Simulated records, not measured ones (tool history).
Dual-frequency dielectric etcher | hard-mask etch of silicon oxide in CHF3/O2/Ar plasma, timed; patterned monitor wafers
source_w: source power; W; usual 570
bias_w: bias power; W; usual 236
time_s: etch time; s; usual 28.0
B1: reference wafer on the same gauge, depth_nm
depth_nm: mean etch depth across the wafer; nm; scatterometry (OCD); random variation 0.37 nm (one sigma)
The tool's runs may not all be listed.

Run 1, day 0.000: usual settings but bias_w 278 W; B1 58.1. Result: depth_nm 66.7 nm.
Run 2, day 0.746: usual settings but bias_w 278 W; B1 58.1. Result: depth_nm 65.9 nm.
Run 3, day 2.429: usual settings but bias_w 278 W; B1 58.1. Result: depth_nm 65.8 nm.
Run 4, day 3.158: usual settings but time_s 32.5 s; B1 58.1. Result: depth_nm 71.7 nm.
Run 5, day 3.546: usual settings but bias_w 274 W; B1 58.2. Result: depth_nm 65.6 nm.
Run 6, day 4.050: usual settings but source_w 640 W; B1 58.0. Result: depth_nm 63.6 nm.
Run 7, day 4.517: usual settings but source_w 640 W; B1 58.1. Result: depth_nm 63.3 nm.
Run 8, day 5.183: usual settings but source_w 540 W, time_s 32.5 s; B1 58.1. Result: depth_nm 70.5 nm.
At day 6.104: bias power generator calibrated.
At day 6.533: upper electrode replaced, of another model than before.
Run 9, day 6.554: usual settings; B1 58.2. Result: depth_nm 61.9 nm.
Run 10, day 6.571: usual settings; B1 58.1. Result: depth_nm 61.5 nm.
Run 11, day 6.583: usual settings but bias_w 279 W; B1 58.1. Result: depth_nm 68.1 nm.
Run 12, day 6.700: usual settings; B1 58.1. Result: depth_nm 61.4 nm.
Run 13, day 7.267: usual settings; B1 58.1. Result: depth_nm 62.2 nm.
At day 7.567: gauge calibrated.
Run 14, day 7.812: usual settings but source_w 660 W, time_s 24.5 s; B1 58.1. Result: depth_nm 56.3 nm.
Run 15, day 8.204: usual settings but source_w 430 W, bias_w 281 W, time_s 34.5 s; B1 58.1. Result: depth_nm 78.2 nm.
Run 16, day 8.729: usual settings but source_w 630 W, bias_w 261 W, time_s 24.5 s; B1 58.0. Result: depth_nm 59.5 nm.
At day 9.754: wet clean of the chamber.
Run 17, day 9.775: usual settings but source_w 610 W, time_s 23.5 s; B1 58.1. Result: depth_nm 51.6 nm.
Run 18, day 9.825: usual settings but source_w 630 W; B1 58.1. Result: depth_nm 62.2 nm.
At day 10.171: source power generator calibrated.
Run 19, day 10.317: usual settings but source_w 480 W; B1 58.1. Result: depth_nm 57.6 nm.
Run 20, day 10.617: usual settings but source_w 620 W, bias_w 291 W; B1 58.1. Result: depth_nm 70.8 nm.
Run 21, day 11.100: usual settings; B1 58.1. Result: depth_nm 60.1 nm.
Run 22, day 11.783: usual settings but bias_w 209 W; B1 58.0. Result: depth_nm 55.8 nm.
Run 23, day 12.154: usual settings but source_w 660 W, bias_w 271 W, time_s 36.5 s; B1 58.2. Result: depth_nm 89.9 nm.
Run 24, day 12.438: usual settings; B1 58.1. Result: depth_nm 61.2 nm.
Run 25, day 13.058: usual settings but source_w 440 W, bias_w 293 W, time_s 34.0 s; B1 58.0. Result: depth_nm 77.9 nm.
Run 26, day 13.417: usual settings but source_w 620 W, bias_w 260 W, time_s 34.5 s; B1 58.1. Result: depth_nm 81.0 nm.
Run 27, day 13.925: usual settings; B1 58.1. Result: depth_nm 60.5 nm.
Run 28, day 14.638: usual settings but source_w 460 W; B1 58.1. Result: depth_nm 57.5 nm.
Run 29, day 15.246: usual settings; B1 58.2. Result: depth_nm 61.5 nm.
Run 30, day 15.517: usual settings but source_w 660 W, bias_w 203 W; B1 58.1. Result: depth_nm 58.0 nm.

Forecast each of these 4 alternatives for the next run:
Run A, day 15.533: usual settings but time_s 32.0 s; B1 ?. Result: depth_nm ?.
Run B, day 15.533: usual settings but source_w 500 W; B1 ?. Result: depth_nm ?.
Run C, day 15.533: usual settings but source_w 510 W, bias_w 195 W, time_s 24.5 s; B1 ?. Result: depth_nm ?.
Run D, day 15.533: usual settings but source_w 710 W, bias_w 192 W, time_s 20.0 s; B1 ?. Result: depth_nm ?.

run    B1  depth_nm
  A  58.0      69.9
  B  58.0      58.9
  C  58.0      45.7
  D  58.0      40.8
Without the tool's hidden state the same runs would have given:
run  depth_nm
  A      69.4
  B      58.5
  C      45.4
  D      40.5
